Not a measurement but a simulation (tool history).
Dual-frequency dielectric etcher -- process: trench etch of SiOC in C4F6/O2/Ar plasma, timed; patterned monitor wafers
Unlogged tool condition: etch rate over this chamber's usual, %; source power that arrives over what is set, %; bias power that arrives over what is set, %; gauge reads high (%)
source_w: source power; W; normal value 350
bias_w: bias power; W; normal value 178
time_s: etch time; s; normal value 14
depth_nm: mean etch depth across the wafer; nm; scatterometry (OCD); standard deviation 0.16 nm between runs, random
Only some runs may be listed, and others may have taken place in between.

run,day,source_w,bias_w,time_s,wafers since the last listed run,hours since the last wet clean,hours since the last source power generator calibration,hours since the last bias power generator calibration,hours since the last upper electrode change,hours since the gauge calibration,"read-back reference wafer on the same gauge, depth_nm",depth_nm
1,0,350,178,16.5,0,168.1,1124.8,1597.2,2236.8,410.4,22.62,31.32
2,2.667,350,178,16.5,763,232.1,1188.8,1661.2,2300.8,474.4,22.6,31.85
3,4.758,350,178,16.5,598,282.3,1239,1711.4,2351,524.6,22.61,32.04
4,5.942,350,178,17,338,310.7,1267.4,1739.8,2379.4,553,22.63,32.68
5,7.95,350,178,17,574,358.9,1315.6,1788,2427.6,601.2,22.55,33.04
6,10.854,350,178,16,831,428.6,1385.3,1857.7,2497.3,670.9,22.65,31.59
# day 12.471: wet clean of the chamber
7,12.492,350,178,16,182,0.5,1424.6,1897,2536.6,710.2,22.64,30.36
8,13.946,350,178,16,416,35.4,1459.5,1931.9,2571.5,745.1,22.62,30.58
# day 19.688: bias power generator calibrated
9,20.721,410,149,14,1891,198,1622.1,24.8,2734.1,907.7,22.58,27.65
# day 22.312: upper electrode replaced
10,22.333,410,149,14,175,236.7,1660.8,63.5,0.5,946.4,22.59,27.63
11,23.983,410,149,14,472,276.3,1700.4,103.1,40.1,986,22.58,27.88
# day 24.3: gauge calibrated
12,26.971,350,178,16,854,348,1772.1,174.8,111.8,64.1,22.59,31.13
# day 27.933: source power generator calibrated
13,29.354,390,137,14,634,405.2,34.1,232,169,121.3,22.63,26.75
14,30.583,350,178,14,351,434.7,63.6,261.5,198.5,150.8,22.62,27.59
# day 34.088: wet clean of the chamber
15,34.108,280,140,11.5,722,0.5,148.2,346.1,283.1,235.4,22.62,18
16,35.708,400,163,11.5,457,38.9,186.6,384.5,321.5,273.8,22.6,22.93
17,37.096,410,178,15.5,397,72.2,219.9,417.8,354.8,307.1,22.59,31.9
18,38.096,280,178,16.5,286,96.2,243.9,441.8,378.8,331.1,22.64,27.89
19,40.483,260,156,14,683,153.5,301.2,499.1,436.1,388.4,22.6,21.98
20,43.467,350,178,11,853,225.1,372.8,570.7,507.7,460,22.61,21.06
21,45.775,270,213,11,660,280.5,428.2,626.1,563.1,515.4,22.6,19.68
22,46.842,280,178,16,305,306.1,453.8,651.7,588.7,541,22.59,27.53

Each row is a separate what-if for the run after 22, all from the same tool condition, not one after another. Results?
A,46.858,430,178,14,4,306.5,454.2,652.1,589.1,541.4,?,?
B,46.858,440,200,17.5,4,306.5,454.2,652.1,589.1,541.4,?,?
C,46.858,350,157,13,4,306.5,454.2,652.1,589.1,541.4,?,?
D,46.858,350,178,15.5,4,306.5,454.2,652.1,589.1,541.4,?,?
E,46.858,350,210,16,4,306.5,454.2,652.1,589.1,541.4,?,?

run,"read-back reference wafer on the same gauge, depth_nm",depth_nm
A,22.64,30.34
B,22.64,39.77
C,22.64,24.38
D,22.64,30.21
E,22.64,32.86
Stripped of hidden state, with their random variation kept, the same runs would have yielded:
run,depth_nm
A,29.58
B,38.78
C,23.77
D,29.46
E,32.05
